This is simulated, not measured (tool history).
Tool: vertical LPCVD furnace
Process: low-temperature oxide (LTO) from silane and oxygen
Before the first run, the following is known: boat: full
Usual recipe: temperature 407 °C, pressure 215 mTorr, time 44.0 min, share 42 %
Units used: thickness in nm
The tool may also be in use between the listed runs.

run	hour	temperature	pressure	time	share	read-back reference wafer on the same gauge, thickness	thickness
1	0.0	400	235	44.0	42	486.93	485.66
2	58.8	400	235	44.0	42	487.13	486.40
3	126.4	407	215	44.0	42	486.96	475.21
4	181.5	407	215	44.0	42	487.10	476.52
5	210.6	407	215	44.0	42	487.14	475.46
6	326.8	399	215	44.0	42	487.04	437.98
7	375.4	407	255	44.0	42	486.86	563.53
8	419.3	407	255	44.0	42	487.17	565.77
9	480.3	407	255	44.0	42	486.61	562.26
10	532.1	407	215	44.0	42	486.99	472.64
11	596.0	407	215	35.0	38	488.05	334.12
12	657.2	407	175	44.0	48	486.92	436.04
13	716.4	407	215	44.0	42	487.46	470.91
14	743.1	413	215	44.0	42	486.88	498.97
15	769.7	407	215	26.5	42	486.67	281.02
16	820.4	403	215	44.0	45	487.42	499.02
17	849.4	399	215	44.0	42	486.70	446.77
18	904.8	410	235	44.0	46	487.05	602.58
19	930.6	398	255	44.0	50	487.00	621.71
20	957.3	401	165	53.0	49	487.17	489.51
21	1005.0	413	215	44.0	42	486.77	512.69

Missing from the log above: 4 entries noted between runs. For each, name the pair of listed runs it sits between and say how the tool's hidden condition differs from the listed run just before to the listed run just after:
From run 8 to run 9: gauge calibrated (hour 476.8)
  true pressure minus gauge reading, mTorr: -4.26 -> -4.69
  difference, measured minus the result without the unlogged condition, thickness: -9.60 -> -10.52 nm
From run 9 to run 10: silane flow controller replaced (hour 526.5)
  true pressure minus gauge reading, mTorr: -4.69 -> -5.07
  difference, measured minus the result without the unlogged condition, thickness: -10.52 -> -11.41 nm
From run 12 to run 13: thermocouples replaced and temperature profile calibrated (hour 715.9)
  true pressure minus gauge reading, mTorr: -6.04 -> -6.52
  difference, measured minus the result without the unlogged condition, thickness: -15.57 -> -14.73 nm
From run 15 to run 16: pressure gauge zeroed (hour 803.8)
  true pressure minus gauge reading, mTorr: -6.97 -> 0.487
  difference, measured minus the result without the unlogged condition, thickness: -9.42 -> +1.13 nm
